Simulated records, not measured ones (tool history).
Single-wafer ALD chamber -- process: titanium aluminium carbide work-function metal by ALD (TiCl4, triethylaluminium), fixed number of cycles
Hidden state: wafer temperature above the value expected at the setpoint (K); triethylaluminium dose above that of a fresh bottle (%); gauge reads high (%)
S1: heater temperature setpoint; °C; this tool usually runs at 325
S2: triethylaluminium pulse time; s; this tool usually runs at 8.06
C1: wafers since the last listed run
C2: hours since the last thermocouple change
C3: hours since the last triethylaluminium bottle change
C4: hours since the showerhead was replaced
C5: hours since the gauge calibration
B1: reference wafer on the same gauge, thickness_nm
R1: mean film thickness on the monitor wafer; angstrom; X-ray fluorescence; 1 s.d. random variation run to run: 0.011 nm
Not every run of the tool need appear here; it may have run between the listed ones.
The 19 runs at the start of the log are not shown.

run    hour   S1     S2    C1      C2     C3      C4      C5     B1     R1
     1312.6  -- thermocouple changed; heater temperature recalibrated
 20  1349.3  325  10.14   955    36.7  402.4   629.8     401  2.388  21.67
 21    1427  310    5.3  1304   114.4  480.1   707.5   478.7   2.39  18.68
 22  1516.4  325   8.06  1500   203.8  569.5   796.9   568.1   2.39  20.92
 23  1601.5  335  10.51  1428   288.9  654.6     882   653.2  2.391  22.48
 24  1686.8  318   9.36  1431   374.2  739.9   967.3   738.5   2.39  20.12
     1709.2  -- triethylaluminium bottle replaced
 25  1782.8  330  10.28  1476   470.2   73.6  1063.3   834.5  2.387  22.24
 26  1884.1  325   8.06  1700   571.5  174.9  1164.6   935.8  2.393  21.08
 27    1989  333   8.06  1760   676.4  279.8  1269.5  1040.7  2.389  21.83
 28    2088  337  10.92  1661   775.4  378.8  1368.5  1139.7  2.391  22.75
 29  2158.9  325   8.06  1189   846.3  449.7  1439.4  1210.6  2.389  20.99
 30  2264.9  325    5.1  1779   952.3  555.7  1545.4  1316.6  2.391  19.69
 31  2325.2  333  10.54  1012  1012.6    616  1605.7  1376.9  2.391  21.85
 32  2388.6  334   9.86  1064    1076  679.4  1669.1  1440.3   2.39  21.83
 33  2427.2  318   4.98   647  1114.6    718  1707.7  1478.9  2.388  18.53
 34  2521.1  325   8.06  1576  1208.5  811.9  1801.6  1572.8  2.391  20.11

Each row is a separate what-if for the run after 34, all from the same tool condition, not one after another. Results?
  A  2521.5  325  8.06   6  1208.9  812.3  1802  1573.2   ?   ?
  B  2521.5  316  6.79   6  1208.9  812.3  1802  1573.2   ?   ?
  C  2521.5  325  6.84   6  1208.9  812.3  1802  1573.2   ?   ?

run     B1     R1
  A  2.388  20.06
  B  2.388  18.75
  C  2.388  19.58
The same runs, with their run-to-run variation unchanged, on a tool lacking any hidden condition would have given:
run     R1
  A  21.45
  B  20.21
  C  21.09
